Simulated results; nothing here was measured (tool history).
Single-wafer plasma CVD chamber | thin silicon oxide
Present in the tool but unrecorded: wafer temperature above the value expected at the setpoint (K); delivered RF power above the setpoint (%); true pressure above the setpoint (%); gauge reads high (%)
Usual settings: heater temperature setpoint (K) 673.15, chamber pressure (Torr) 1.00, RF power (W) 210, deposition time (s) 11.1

run	day	heater temperature setpoint (K)	chamber pressure (Torr)	RF power (W)	deposition time (s)	wafers since the last listed run	hours since the last thermocouple change	hours since the last RF generator calibration	hours since the last manometer calibration	hours since the showerhead was replaced	hours since the gauge calibration	read-back reference wafer on the same gauge, thickness_nm	mean film thickness on the monitor wafer (nm)
1	0.000	673.15	1.00	210	11.1	0	1873.6	292.7	1192.5	3877.3	524.3	23.343	19.760
2	4.350	673.15	1.00	210	11.1	4957	1978.0	397.1	1296.9	3981.7	628.7	23.317	19.842
3	8.767	673.15	1.00	210	11.1	5033	2084.0	503.1	1402.9	4087.7	734.7	23.298	19.832
4	11.608	673.15	1.00	210	11.1	3238	2152.2	571.3	1471.1	4155.9	802.9	23.312	19.786
5	15.462	673.15	1.00	210	11.1	4392	2244.7	663.8	1563.6	4248.4	895.4	23.291	19.942
6	19.562	673.15	1.00	210	11.1	4672	2343.1	762.2	1662.0	4346.8	993.8	23.288	19.971
# day 20.208: capacitance manometer re-zeroed and calibrated
7	21.333	673.15	1.00	210	11.1	1638	2385.6	804.7	27.0	4389.3	1036.3	23.285	19.190
# day 24.008: gauge calibrated
8	25.646	673.15	1.00	210	11.1	4914	2489.1	908.2	130.5	4492.8	39.3	23.293	19.300
9	27.396	673.15	1.00	210	11.1	1994	2531.1	950.2	172.5	4534.8	81.3	23.292	19.290
# day 28.988: thermocouple changed; heater temperature recalibrated
10	30.462	673.15	1.00	210	11.1	3115	35.4	1023.8	246.1	4608.4	154.9	23.298	19.275
11	34.304	680.15	1.00	210	11.1	4378	127.6	1116.0	338.3	4700.6	247.1	23.306	19.159
12	35.942	673.15	1.00	210	11.1	1866	166.9	1155.3	377.6	4739.9	286.4	23.315	19.316
13	40.346	673.15	1.00	210	11.1	5019	272.6	1261.0	483.3	4845.6	392.1	23.312	19.219
# day 41.342: RF generator calibrated
14	42.242	673.15	1.12	210	10.4	1780	318.1	21.6	528.8	4891.1	437.6	23.290	19.358
# day 42.604: showerhead replaced
15	46.396	686.15	1.00	175	9.2	4354	417.8	121.3	628.5	91.0	537.3	23.295	15.150
16	47.900	673.15	1.00	210	11.1	1714	453.9	157.4	664.6	127.1	573.4	23.285	19.854
17	50.296	688.15	1.07	175	9.8	2730	511.4	214.9	722.1	184.6	630.9	23.299	16.603
18	54.646	673.15	0.76	200	11.1	4957	615.8	319.3	826.5	289.0	735.3	23.300	17.186
19	58.175	679.15	0.77	210	11.1	4021	700.5	404.0	911.2	373.7	820.0	23.292	17.575

Hidden state at the last listed run before each entry between runs and at the first one after, where it differs:
Run 6 -> run 7: capacitance manometer re-zeroed and calibrated (day 20.208)
  delivered RF power above the setpoint (%): -3.62 -> -3.79; true pressure above the setpoint (%): 8.59 -> 0.419
  measured minus no-state result, mean film thickness on the monitor wafer (nm): +0.372 -> -0.237
Run 7 -> run 8: gauge calibrated (day 24.008)
  delivered RF power above the setpoint (%): -3.79 -> -4.21; true pressure above the setpoint (%): 0.419 -> 0.893
  measured minus no-state result, mean film thickness on the monitor wafer (nm): -0.237 -> -0.233
Run 9 -> run 10: thermocouple changed; heater temperature recalibrated (day 28.988)
  delivered RF power above the setpoint (%): -4.38 -> -4.68; true pressure above the setpoint (%): 1.09 -> 1.42
  measured minus no-state result, mean film thickness on the monitor wafer (nm): -0.232 -> -0.228
Run 13 -> run 14: RF generator calibrated (day 41.342)
  delivered RF power above the setpoint (%): -5.63 -> -0.497; true pressure above the setpoint (%): 2.51 -> 2.72
  measured minus no-state result, mean film thickness on the monitor wafer (nm): -0.216 -> +0.164
Run 14 -> run 15: showerhead replaced (day 42.604)
  delivered RF power above the setpoint (%): -0.497 -> -0.897; true pressure above the setpoint (%): 2.72 -> 3.17
  measured minus no-state result, mean film thickness on the monitor wafer (nm): +0.164 -> +0.132

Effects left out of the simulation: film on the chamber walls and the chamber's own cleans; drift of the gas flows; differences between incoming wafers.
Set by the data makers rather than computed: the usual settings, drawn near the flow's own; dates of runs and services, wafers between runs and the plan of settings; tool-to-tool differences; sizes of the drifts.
